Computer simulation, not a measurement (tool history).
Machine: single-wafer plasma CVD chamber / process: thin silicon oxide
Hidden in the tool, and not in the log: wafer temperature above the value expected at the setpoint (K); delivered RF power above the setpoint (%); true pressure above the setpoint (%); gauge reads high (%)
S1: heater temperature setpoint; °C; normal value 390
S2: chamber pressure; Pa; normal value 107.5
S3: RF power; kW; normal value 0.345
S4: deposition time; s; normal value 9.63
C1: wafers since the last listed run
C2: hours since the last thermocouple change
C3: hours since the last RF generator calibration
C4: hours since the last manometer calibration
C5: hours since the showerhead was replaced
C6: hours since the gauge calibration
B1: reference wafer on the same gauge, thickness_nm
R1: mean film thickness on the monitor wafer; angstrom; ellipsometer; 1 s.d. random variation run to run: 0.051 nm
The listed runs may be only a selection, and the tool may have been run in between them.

run	hour	S1	S2	S3	S4	C1	C2	C3	C4	C5	C6	B1	R1
1	0.0	390	107.5	0.380	9.63	0	472.9	693.5	501.1	5034.0	827.8	18.702	190.74
2	26.8	390	107.5	0.345	9.63	404	499.7	720.3	527.9	5060.8	854.6	18.699	184.58
3	73.8	390	107.5	0.345	9.63	709	546.7	767.3	574.9	5107.8	901.6	18.701	184.62
# hour 93.7: RF generator calibrated
4	106.7	390	107.5	0.345	9.63	375	579.6	13.0	607.8	5140.7	934.5	18.689	184.33
5	175.9	390	107.5	0.345	9.63	1044	648.8	82.2	677.0	5209.9	1003.7	18.684	185.17
6	201.1	390	107.5	0.345	9.63	380	674.0	107.4	702.2	5235.1	1028.9	18.690	184.72
7	250.7	390	107.5	0.345	9.63	748	723.6	157.0	751.8	5284.7	1078.5	18.709	184.80
8	278.1	390	107.5	0.345	9.63	413	751.0	184.4	779.2	5312.1	1105.9	18.677	184.38
9	309.3	390	107.5	0.345	9.63	470	782.2	215.6	810.4	5343.3	1137.1	18.681	185.15
10	365.0	390	107.5	0.345	9.63	840	837.9	271.3	866.1	5399.0	1192.8	18.698	186.32
# hour 399.1: capacitance manometer re-zeroed and calibrated
11	434.3	390	107.5	0.345	9.63	924	907.2	340.6	35.2	5468.3	1262.1	18.725	183.29
12	488.5	379	132.1	0.295	8.98	817	961.4	394.8	89.4	5522.5	1316.3	18.689	193.52
13	517.7	390	107.5	0.400	9.63	440	990.6	424.0	118.6	5551.7	1345.5	18.717	193.89
14	552.5	402	123.5	0.400	9.63	525	1025.4	458.8	153.4	5586.5	1380.3	18.703	216.81
# hour 579.5: thermocouple changed; heater temperature recalibrated
# hour 591.3: showerhead replaced
# hour 602.5: gauge calibrated
15	760.0	398	107.5	0.320	9.63	2889	180.5	666.3	360.9	168.7	157.5	18.694	176.90
16	971.4	383	107.5	0.345	7.86	3189	391.9	877.7	572.3	380.1	368.9	18.697	150.91
# hour 1029.5: RF generator calibrated
17	1030.0	390	107.5	0.345	9.63	763	450.5	0.5	630.9	438.7	427.5	18.705	183.68
18	1072.0	390	92.1	0.380	11.27	633	492.5	42.5	672.9	480.7	469.5	18.719	190.60
19	1142.8	390	107.5	0.345	9.63	1068	563.3	113.3	743.7	551.5	540.3	18.708	183.88
20	1169.7	399	107.5	0.310	9.63	405	590.2	140.2	770.6	578.4	567.2	18.702	176.00
21	1235.6	390	94.9	0.345	10.43	994	656.1	206.1	836.5	644.3	633.1	18.707	176.66
22	1299.1	390	107.5	0.345	9.63	958	719.6	269.6	900.0	707.8	696.6	18.704	185.85
23	1338.6	384	130.7	0.310	9.63	596	759.1	309.1	939.5	747.3	736.1	18.694	210.79
# hour 1393.1: thermocouple changed; heater temperature recalibrated
24	1401.5	390	107.5	0.345	9.63	828	8.4	372.0	1002.4	810.2	799.0	18.698	184.84
25	1438.2	390	107.5	0.345	7.78	553	45.1	408.7	1039.1	846.9	835.7	18.694	150.51
26	1476.1	378	119.5	0.285	8.37	571	83.0	446.6	1077.0	884.8	873.6	18.681	165.71
27	1507.4	394	107.5	0.345	7.98	472	114.3	477.9	1108.3	916.1	904.9	18.695	153.52

Some steps in R1, run to run, broken into two amounts with sign: the step expected even without the hidden condition (settings, incoming material, random variation), and the rest, left for the hidden condition together with whatever gauge scatter is not in both the measured and the hidden-condition-free result:
Run 10 -> 11: capacitance manometer re-zeroed and calibrated. R1 -3.03 angstrom: hidden state -2.15, all else -0.88.
Run 14 -> 15: S1 402 -> 398, S2 123.5 -> 107.5, S3 0.400 -> 0.320, thermocouple changed; heater temperature recalibrated, showerhead replaced, gauge calibrated. R1 -39.91 angstrom: hidden state +0.28, all else -40.19.
Run 23 -> 24: S1 384 -> 390, S2 130.7 -> 107.5, S3 0.310 -> 0.345, thermocouple changed; heater temperature recalibrated. R1 -25.95 angstrom: hidden state +0.55, all else -26.50.
Run 24 -> 25: S4 9.63 -> 7.78. R1 -34.33 angstrom: hidden state -0.18, all else -34.15.
